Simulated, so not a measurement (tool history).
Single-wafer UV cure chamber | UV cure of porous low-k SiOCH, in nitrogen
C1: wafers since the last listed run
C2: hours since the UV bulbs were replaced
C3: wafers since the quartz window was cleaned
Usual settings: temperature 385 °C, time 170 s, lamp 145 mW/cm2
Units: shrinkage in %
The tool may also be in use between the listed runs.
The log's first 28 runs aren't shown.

run 29 hour=382.6 | temperature=405 time=170 lamp=145 | C1=44 C2=31.0 C3=48 | shrinkage=13.213
run 30 hour=396.9 | temperature=385 time=170 lamp=145 | C1=128 C2=45.3 C3=177 | shrinkage=12.625
run 31 hour=414.8 | temperature=385 time=125 lamp=145 | C1=161 C2=63.2 C3=338 | shrinkage=11.210
run 32 hour=448.3 | temperature=385 time=135 lamp=114 | C1=301 C2=96.7 C3=640 | shrinkage=10.551
run 33 hour=461.5 | temperature=385 time=170 lamp=145 | C1=118 C2=109.9 C3=759 | shrinkage=12.976
run 34 hour=474.6 | temperature=385 time=230 lamp=145 | C1=118 C2=123.0 C3=877 | shrinkage=13.992
run 35 hour=492.2 | temperature=373 time=95 lamp=145 | C1=158 C2=140.6 C3=1036 | shrinkage=9.733
run 36 hour=505.4 | temperature=385 time=170 lamp=145 | C1=118 C2=153.8 C3=1155 | shrinkage=12.842
run 37 hour=520.6 | temperature=385 time=225 lamp=145 | C1=137 C2=169.0 C3=1292 | shrinkage=14.248
run 38 hour=531.1 | temperature=385 time=170 lamp=145 | C1=94 C2=179.5 C3=1387 | shrinkage=12.788
run 39 hour=537.6 | temperature=394 time=240 lamp=145 | C1=58 C2=186.0 C3=1445 | shrinkage=14.699
run 40 hour=546.8 | temperature=385 time=170 lamp=145 | C1=82 C2=195.2 C3=1528 | shrinkage=12.832
run 41 hour=557.8 | temperature=385 time=170 lamp=145 | C1=99 C2=206.2 C3=1627 | shrinkage=12.768
run 42 hour=572.1 | temperature=385 time=170 lamp=145 | C1=128 C2=220.5 C3=1756 | shrinkage=12.748
run 43 hour=586.5 | temperature=373 time=230 lamp=129 | C1=129 C2=234.9 C3=1886 | shrinkage=13.457
-- hour=596.3 quartz window cleaned
run 44 hour=603.8 | temperature=385 time=170 lamp=145 | C1=83 C2=252.2 C3=67 | shrinkage=12.440

Forecast each of these 3 alternatives for the next run:
run A hour=604.3 | temperature=385 time=170 lamp=145 | C1=4 C2=252.7 C3=72 | shrinkage=?
run B hour=604.3 | temperature=367 time=170 lamp=162 | C1=4 C2=252.7 C3=72 | shrinkage=?
run C hour=604.3 | temperature=365 time=170 lamp=160 | C1=4 C2=252.7 C3=72 | shrinkage=?

run=A shrinkage=12.415
run=B shrinkage=12.593
run=C shrinkage=12.491
Without the tool's hidden state the same runs would have given:
run=A shrinkage=12.415
run=B shrinkage=12.593
run=C shrinkage=12.491
